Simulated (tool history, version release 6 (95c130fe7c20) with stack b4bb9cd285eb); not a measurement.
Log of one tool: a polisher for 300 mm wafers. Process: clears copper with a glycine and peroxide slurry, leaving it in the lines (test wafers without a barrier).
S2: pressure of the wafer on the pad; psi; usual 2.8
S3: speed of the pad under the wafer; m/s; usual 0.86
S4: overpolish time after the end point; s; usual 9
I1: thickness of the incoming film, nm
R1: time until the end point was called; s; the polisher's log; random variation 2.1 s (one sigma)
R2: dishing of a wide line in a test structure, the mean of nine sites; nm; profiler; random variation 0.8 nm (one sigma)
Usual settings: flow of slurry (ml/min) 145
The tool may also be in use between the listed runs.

Run 1, hour 0.0: usual settings but flow of slurry (ml/min) 175, S3 0.94 m/s; I1 668.2. Result: R1 125.5 s, R2 36.2 nm.
Run 2, hour 35.5: usual settings but flow of slurry (ml/min) 175, S3 0.94 m/s; I1 663.8. Result: R1 125.6 s, R2 37.1 nm.
Run 3, hour 45.5: usual settings but S2 3.6 psi; I1 662.3. Result: R1 116.9 s, R2 36.9 nm.
Run 4, hour 53.5: usual settings but S2 3.6 psi; I1 678.5. Result: R1 120.7 s, R2 36.8 nm.
Run 5, hour 66.4: usual settings but S2 3.6 psi; I1 671.5. Result: R1 123.2 s, R2 37.7 nm.
Run 6, hour 82.3: usual settings but S2 2.1 psi; I1 663.6. Result: R1 170.8 s, R2 27.7 nm.
Run 7, hour 91.9: usual settings; I1 667.7. Result: R1 145.9 s, R2 30.5 nm.
At hour 101.4: worn pad replaced by a new one.
Run 8, hour 102.6: usual settings; I1 670.0. Result: R1 138.7 s, R2 33.3 nm.
Run 9, hour 119.0: usual settings; I1 668.7. Result: R1 136.9 s, R2 33.3 nm.
Run 10, hour 126.0: usual settings; I1 674.8. Result: R1 142.6 s, R2 32.9 nm.
At hour 133.9: head pressure recalibrated.
Run 11, hour 154.7: usual settings; I1 670.6. Result: R1 143.8 s, R2 32.8 nm.
Run 12, hour 165.2: usual settings but S3 0.78 m/s; I1 673.0. Result: R1 158.5 s, R2 30.8 nm.
Run 13, hour 176.6: usual settings but S3 0.78 m/s; I1 659.4. Result: R1 152.8 s, R2 29.9 nm.
Run 14, hour 191.3: usual settings but S3 0.78 m/s; I1 667.8. Result: R1 160.1 s, R2 28.6 nm.
Run 15, hour 202.3: usual settings; I1 665.2. Result: R1 152.7 s, R2 30.5 nm.
At hour 209.5: slurry nozzle cleaned.
Run 16, hour 210.0: usual settings but S4 6 s; I1 661.7. Result: R1 153.8 s, R2 20.3 nm.
Run 17, hour 217.1: usual settings; I1 666.8. Result: R1 157.3 s, R2 29.5 nm.
At hour 221.2: worn pad replaced by a new one.
Run 18, hour 234.4: usual settings; I1 675.1. Result: R1 141.0 s, R2 33.6 nm.
Run 19, hour 242.8: usual settings but S2 2.5 psi, S4 13 s; I1 669.0. Result: R1 145.1 s, R2 43.1 nm.
Run 20, hour 257.5: usual settings but S2 1.9 psi, S4 12 s; I1 680.8. Result: R1 175.8 s, R2 35.8 nm.
Run 21, hour 266.9: usual settings but flow of slurry (ml/min) 195, S3 1.08 m/s; I1 664.6. Result: R1 113.1 s, R2 40.8 nm.
Run 22, hour 273.1: usual settings but S3 1.16 m/s, S4 7 s; I1 660.8. Result: R1 108.4 s, R2 32.3 nm.
Run 23, hour 307.6: usual settings but S3 1.16 m/s, S4 7 s; I1 677.6. Result: R1 116.0 s, R2 30.6 nm.
Run 24, hour 318.3: usual settings but S3 0.98 m/s; I1 676.8. Result: R1 134.6 s, R2 34.0 nm.
At hour 328.6: worn pad replaced by a new one.
Run 25, hour 332.9: usual settings but S2 3.5 psi; I1 665.7. Result: R1 119.3 s, R2 37.3 nm.
Run 26, hour 345.6: usual settings; I1 677.7. Result: R1 142.9 s, R2 33.8 nm.
Run 27, hour 358.2: usual settings but S2 2.4 psi, S4 4 s; I1 660.6. Result: R1 151.1 s, R2 14.7 nm.
Run 28, hour 377.3: usual settings; I1 667.7. Result: R1 138.8 s, R2 32.4 nm.
Run 29, hour 390.6: usual settings but S2 2.2 psi, S4 12 s; I1 668.6. Result: R1 166.2 s, R2 36.1 nm.
Run 30, hour 401.0: usual settings but flow of slurry (ml/min) 120; I1 668.9. Result: R1 150.7 s, R2 30.1 nm.
Run 31, hour 413.9: usual settings but flow of slurry (ml/min) 120; I1 664.9. Result: R1 150.6 s, R2 29.7 nm.
Run 32, hour 429.4: usual settings but flow of slurry (ml/min) 170, S3 1.12 m/s, S4 6 s; I1 669.8. Result: R1 118.7 s, R2 26.7 nm.
Run 33, hour 436.6: usual settings but flow of slurry (ml/min) 165, S2 1.9 psi, S3 0.68 m/s, S4 13 s; I1 678.9. Result: R1 221.0 s, R2 31.3 nm.
Run 34, hour 450.4: usual settings but S2 3.2 psi; I1 671.0. Result: R1 143.6 s, R2 30.9 nm.
Run 35, hour 457.0: usual settings; I1 667.2. Result: R1 159.3 s, R2 28.1 nm.

4 ways to go on from here, each from the tool as it stands after run 35. What would each give?
Run A, hour 457.5: usual settings; I1 678.0. Result: R1 ?, R2 ?.
Run B, hour 457.5: usual settings but S4 12 s; I1 678.0. Result: R1 ?, R2 ?.
Run C, hour 457.5: usual settings but S2 3.3 psi, S3 1.04 m/s; I1 678.0. Result: R1 ?, R2 ?.
Run D, hour 457.5: usual settings but flow of slurry (ml/min) 100, S2 3.4 psi; I1 678.0. Result: R1 ?, R2 ?.

run     R1    R2
  A  164.2  28.9
  B  164.2  37.5
  C  126.7  36.6
  D  159.4  29.8
Without the tool's hidden state the same runs would have given:
run     R1    R2
  A  140.0  33.4
  B  140.0  43.2
  C  108.0  42.1
  D  136.0  34.4
